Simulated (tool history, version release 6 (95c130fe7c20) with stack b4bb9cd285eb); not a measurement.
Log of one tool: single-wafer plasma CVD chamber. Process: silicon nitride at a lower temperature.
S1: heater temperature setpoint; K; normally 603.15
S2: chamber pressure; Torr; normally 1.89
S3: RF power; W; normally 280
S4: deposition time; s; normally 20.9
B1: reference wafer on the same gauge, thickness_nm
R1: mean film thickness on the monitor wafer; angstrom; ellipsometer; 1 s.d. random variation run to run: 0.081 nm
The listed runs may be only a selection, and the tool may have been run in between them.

run	hour	S1	S2	S3	S4	B1	R1
1	0.0	603.15	1.89	280	17.9	25.513	206.00
2	26.9	603.15	1.89	280	17.9	25.492	206.81
3	45.5	591.15	1.89	265	20.9	25.507	234.78
4	59.1	591.15	1.89	265	20.9	25.504	234.84
5	79.1	591.15	1.89	265	20.9	25.507	233.56
6	112.4	603.15	1.89	280	20.9	25.495	240.70
7	128.3	603.15	1.89	280	20.9	25.504	241.95
8	163.8	603.15	1.89	280	20.9	25.490	240.16
9	183.3	603.15	1.89	280	20.9	25.512	240.48
10	196.7	603.15	1.89	280	20.9	25.500	241.35
# hour 228.5: thermocouple changed; heater temperature recalibrated
11	229.0	603.15	1.89	280	20.9	25.514	241.36
# hour 251.1: RF generator calibrated
12	251.6	592.15	1.89	280	17.9	25.501	217.32
13	277.5	603.15	1.89	280	20.9	25.502	252.55
# hour 303.3: showerhead replaced
14	303.8	603.15	1.89	280	20.9	25.496	252.68
# hour 318.5: capacitance manometer re-zeroed and calibrated
15	331.2	594.15	1.47	315	18.9	25.495	229.08
16	353.2	603.15	1.89	280	20.9	25.505	251.14
17	413.8	603.15	1.75	235	20.9	25.506	218.99
18	426.1	599.15	1.89	280	20.9	25.490	250.80
19	438.8	592.15	1.89	230	20.9	25.493	222.27
20	465.6	603.15	1.89	280	20.9	25.498	249.72
# hour 467.8: gauge calibrated
21	482.3	612.15	1.89	300	20.9	25.475	258.09
22	510.6	589.15	1.89	280	18.3	25.499	219.66
23	532.1	603.15	1.89	280	20.9	25.509	248.31
24	544.4	596.15	1.89	240	23.6	25.511	255.49
25	611.5	603.15	1.89	280	17.9	25.486	211.28
26	641.3	603.15	1.65	325	20.9	25.483	260.01

Predict each of these 3 candidate next runs independently; none follows another, all start after run 26:
A	641.7	603.15	1.89	280	20.9	?	?
B	641.7	603.15	2.33	280	20.9	?	?
C	641.7	603.15	1.89	240	22.8	?	?

run	B1	R1
A	25.490	247.53
B	25.490	261.21
C	25.490	245.93
Take away the tool's hidden state, keep each run's random variation, and the runs would have read:
run	R1
A	254.15
B	268.19
C	252.67

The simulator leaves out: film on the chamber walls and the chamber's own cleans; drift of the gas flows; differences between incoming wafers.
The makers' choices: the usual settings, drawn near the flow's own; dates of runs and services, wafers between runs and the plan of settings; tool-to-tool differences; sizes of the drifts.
